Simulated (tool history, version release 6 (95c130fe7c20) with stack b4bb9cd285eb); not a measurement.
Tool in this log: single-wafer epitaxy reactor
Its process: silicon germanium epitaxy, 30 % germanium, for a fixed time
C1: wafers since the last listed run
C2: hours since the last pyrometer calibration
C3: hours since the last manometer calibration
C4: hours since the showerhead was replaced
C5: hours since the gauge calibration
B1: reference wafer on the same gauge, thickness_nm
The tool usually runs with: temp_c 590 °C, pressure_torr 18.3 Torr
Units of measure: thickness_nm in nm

run 1 hour=0.0 | temp_c=590 pressure_torr=18.3 | C1=0 C2=2656.3 C3=2519.8 C4=6127.3 C5=150.6 | B1=46.897 | thickness_nm=48.879
run 2 hour=10.8 | temp_c=590 pressure_torr=18.3 | C1=127 C2=2667.1 C3=2530.6 C4=6138.1 C5=161.4 | B1=46.927 | thickness_nm=49.001
run 3 hour=29.9 | temp_c=590 pressure_torr=18.3 | C1=224 C2=2686.2 C3=2549.7 C4=6157.2 C5=180.5 | B1=46.898 | thickness_nm=49.188
run 4 hour=37.6 | temp_c=590 pressure_torr=18.3 | C1=90 C2=2693.9 C3=2557.4 C4=6164.9 C5=188.2 | B1=46.908 | thickness_nm=49.038
run 5 hour=44.5 | temp_c=590 pressure_torr=18.3 | C1=81 C2=2700.8 C3=2564.3 C4=6171.8 C5=195.1 | B1=46.896 | thickness_nm=49.331
run 6 hour=56.5 | temp_c=590 pressure_torr=18.3 | C1=141 C2=2712.8 C3=2576.3 C4=6183.8 C5=207.1 | B1=46.871 | thickness_nm=49.411
run 7 hour=69.2 | temp_c=590 pressure_torr=18.3 | C1=149 C2=2725.5 C3=2589.0 C4=6196.5 C5=219.8 | B1=46.939 | thickness_nm=49.226
run 8 hour=86.0 | temp_c=590 pressure_torr=15.8 | C1=197 C2=2742.3 C3=2605.8 C4=6213.3 C5=236.6 | B1=46.863 | thickness_nm=44.190
-- hour=110.0 gauge calibrated
-- hour=121.0 capacitance manometer re-zeroed and calibrated
run 9 hour=135.7 | temp_c=590 pressure_torr=18.3 | C1=491 C2=2792.0 C3=14.7 C4=6263.0 C5=25.7 | B1=46.893 | thickness_nm=49.071
run 10 hour=145.5 | temp_c=580 pressure_torr=21.0 | C1=115 C2=2801.8 C3=24.5 C4=6272.8 C5=35.5 | B1=46.925 | thickness_nm=44.901
-- hour=157.4 showerhead replaced
run 11 hour=157.9 | temp_c=590 pressure_torr=19.7 | C1=51 C2=2814.2 C3=36.9 C4=0.5 C5=47.9 | B1=46.823 | thickness_nm=51.016
-- hour=172.2 pyrometer calibrated
run 12 hour=172.7 | temp_c=584 pressure_torr=22.2 | C1=80 C2=0.5 C3=51.7 C4=15.3 C5=62.7 | B1=46.901 | thickness_nm=49.916
run 13 hour=173.0 | temp_c=601 pressure_torr=14.4 | C1=3 C2=0.8 C3=52.0 C4=15.6 C5=63.0 | B1=46.959 | thickness_nm=49.562
run 14 hour=186.5 | temp_c=602 pressure_torr=19.5 | C1=158 C2=14.3 C3=65.5 C4=29.1 C5=76.5 | B1=46.966 | thickness_nm=64.118

Run 15 is up next; what results do you expect?
run 15 hour=196.4 | temp_c=581 pressure_torr=18.3 | C1=116 C2=24.2 C3=75.4 C4=39.0 C5=86.4 | B1=? | thickness_nm=?

B1: 46.831
thickness_nm: 41.711 nm
The same run, on a tool lacking any hidden state, would have yielded thickness_nm 41.711 nm.

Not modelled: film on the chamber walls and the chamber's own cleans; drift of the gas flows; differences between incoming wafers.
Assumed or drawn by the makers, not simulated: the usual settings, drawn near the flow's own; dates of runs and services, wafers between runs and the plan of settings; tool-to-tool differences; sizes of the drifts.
